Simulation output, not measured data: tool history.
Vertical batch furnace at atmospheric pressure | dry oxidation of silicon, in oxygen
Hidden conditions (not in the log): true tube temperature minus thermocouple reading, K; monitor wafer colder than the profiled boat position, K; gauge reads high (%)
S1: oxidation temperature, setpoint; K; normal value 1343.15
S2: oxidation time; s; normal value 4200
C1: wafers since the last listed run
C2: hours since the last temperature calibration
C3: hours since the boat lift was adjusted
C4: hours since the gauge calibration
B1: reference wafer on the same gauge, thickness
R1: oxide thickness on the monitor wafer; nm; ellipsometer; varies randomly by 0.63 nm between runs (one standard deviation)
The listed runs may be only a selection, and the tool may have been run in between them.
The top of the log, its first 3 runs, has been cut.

run    hour       S1    S2   C1      C2      C3      C4     B1      R1
  4   175.1  1343.15  4200  338   631.8   736.7  1194.3     95   107.1
  5   219.7  1343.15  4200  378   676.4   781.3  1238.9  95.08  106.31
  6   256.5  1343.15  4200  311   713.2   818.1  1275.7  95.01  106.83
  7   315.3  1343.15  4200  498     772   876.9  1334.5  94.65  107.41
  8   401.8  1343.15  4200  733   858.5   963.4    1421  94.96  107.81
  9   463.4  1359.15  2880  522   920.1    1025  1482.6  94.97   94.62
 10   501.7  1359.15  2880  324   958.4  1063.3  1520.9  94.75    95.4
 11   543.5  1343.15  5250  354  1000.2  1105.1  1562.7   95.3  122.47
 12   595.7  1343.15  4200  442  1052.4  1157.3  1614.9   94.9  106.68
 13   689.4  1343.15  4200  794  1146.1    1251  1708.6     95  107.95
 14   767.5  1343.15  4200  662  1224.2  1329.1  1786.7  94.95   109.5
 15   811.6  1355.15  3420  373  1268.3  1373.2  1830.8  95.09  103.21
 16   915.2  1355.15  3420  878  1371.9  1476.8  1934.4  94.93  103.22
 17   957.6  1358.15  2400  359  1414.3  1519.2  1976.8  95.05   84.78
 18  1021.8  1343.15  4200  544  1478.5  1583.4    2041  95.05   108.6
 19  1085.3  1343.15  4200  538    1542  1646.9  2104.5  94.87  108.45
 20  1177.1  1361.15  2160  778  1633.8  1738.7  2196.3  94.75   80.71
     1235.8  -- boat lift adjusted
 21  1257.4  1343.15  5910  477  1714.1    21.6  2276.6  94.84  132.69
 22  1321.6  1368.15  3150  544  1778.3    85.8  2340.8  95.33  106.86
 23  1423.5  1336.15  4200  863  1880.2   187.7  2442.7  94.99  104.96
 24  1482.2  1364.15  2790  497  1938.9   246.4  2501.4  95.12   98.88
       1508  -- gauge calibrated
     1579.6  -- thermocouples replaced and temperature profile calibrated
 25  1583.2  1343.15  4200  652     3.6   347.4    75.2  94.88  106.45
 26  1647.7  1326.15  5190  546    68.1   411.9   139.7   95.1  108.83
 27  1714.1  1362.15  2190  562   134.5   478.3   206.1   94.9    80.2

Expected results for the next run?
 28  1810.9  1362.15  2520  820  231.3  575.1  302.9   ?   ?

Run 28 came out at B1 94.75, R1 88.08 nm.
With no hidden state in the tool, this same run would have given R1 87.43 nm.

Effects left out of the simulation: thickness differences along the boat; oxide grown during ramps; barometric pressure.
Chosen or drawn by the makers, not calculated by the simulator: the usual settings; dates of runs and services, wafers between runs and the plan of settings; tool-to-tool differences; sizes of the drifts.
